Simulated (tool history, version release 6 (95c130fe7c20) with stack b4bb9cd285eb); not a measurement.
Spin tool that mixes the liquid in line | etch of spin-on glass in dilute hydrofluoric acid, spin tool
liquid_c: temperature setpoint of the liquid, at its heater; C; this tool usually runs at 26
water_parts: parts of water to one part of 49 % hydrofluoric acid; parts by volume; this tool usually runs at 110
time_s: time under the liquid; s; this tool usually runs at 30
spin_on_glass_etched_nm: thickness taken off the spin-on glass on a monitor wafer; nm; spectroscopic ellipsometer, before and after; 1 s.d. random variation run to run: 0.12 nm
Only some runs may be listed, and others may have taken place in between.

run    hour  liquid_c  water_parts  time_s  wafers since the last listed run  hours since the thermometer was replaced  hours since the hydrofluoric acid flow meter was replaced  hours since the gauge calibration  read-back film thickness of the spin-on glass reference wafer, read on the same gauge (nm)  spin_on_glass_etched_nm
  1       0        26          110      30                                 0                                     637.7                                                      443.1                              481.9                                                                                       50.01                    13.79
  2    48.8        26          110      30                               959                                     686.5                                                      491.9                              530.7                                                                                       49.99                    13.92
  3   110.3      27.5          110      30                              1208                                       748                                                      553.4                              592.2                                                                                          50                    14.51
  4   176.8      27.5          110      30                              1306                                     814.5                                                      619.9                              658.7                                                                                       50.01                    14.78
  5   258.4      27.5          110      30                              1603                                     896.1                                                      701.5                              740.3                                                                                       50.02                    15.01
      504.2  -- thermometer replaced
  6   506.7        26          110      30                              4860                                       2.5                                                      949.8                              988.6                                                                                       49.98                    12.77
  7   576.5        26          110      30                              1371                                      72.3                                                     1019.6                             1058.4                                                                                       50.02                    12.96
  8   622.8        26          110      30                               909                                     118.6                                                     1065.9                             1104.7                                                                                          50                    12.86
  9   735.8        26          110      30                              2220                                     231.6                                                     1178.9                             1217.7                                                                                       49.98                    13.06
 10   786.1        24          110      40                               988                                     281.9                                                     1229.2                               1268                                                                                       49.99                    16.12
 11   863.3        23          110      30                              1517                                     359.1                                                     1306.4                             1345.2                                                                                       49.99                    11.67
 12   926.3        26           80      30                              1238                                     422.1                                                     1369.4                             1408.2                                                                                          50                    18.96
        941  -- hydrofluoric acid flow meter replaced
      993.5  -- gauge calibrated
 13  1029.8      24.5          110      30                              2014                                     525.6                                                       88.8                               36.3                                                                                       50.01                    13.15
 14  1080.2        26          110      30                               990                                       576                                                      139.2                               86.7                                                                                          50                    13.92
 15  1178.4        26          110      30                              1929                                     674.2                                                      237.4                              184.9                                                                                       49.99                    13.94
 16  1252.7      22.5           90      15                              1460                                     748.5                                                      311.7                              259.2                                                                                       50.01                     7.64
 17  1307.2        29          135      45                              1071                                       803                                                      366.2                              313.7                                                                                          50                    18.48
 18  1375.4      27.5          110      30                              1340                                     871.2                                                      434.4                              381.9                                                                                       49.99                    15.09

Run 19 comes next. What will it give?
 19  1433.2        26           85      30                              1135                                       929                                                      492.2                              439.7                                                                                           ?                        ?

Run 19 produced read-back film thickness of the spin-on glass reference wafer, read on the same gauge (nm) 49.99, spin_on_glass_etched_nm 19.12 nm.
Without the tool's hidden state the same run would have given spin_on_glass_etched_nm 17.67 nm.
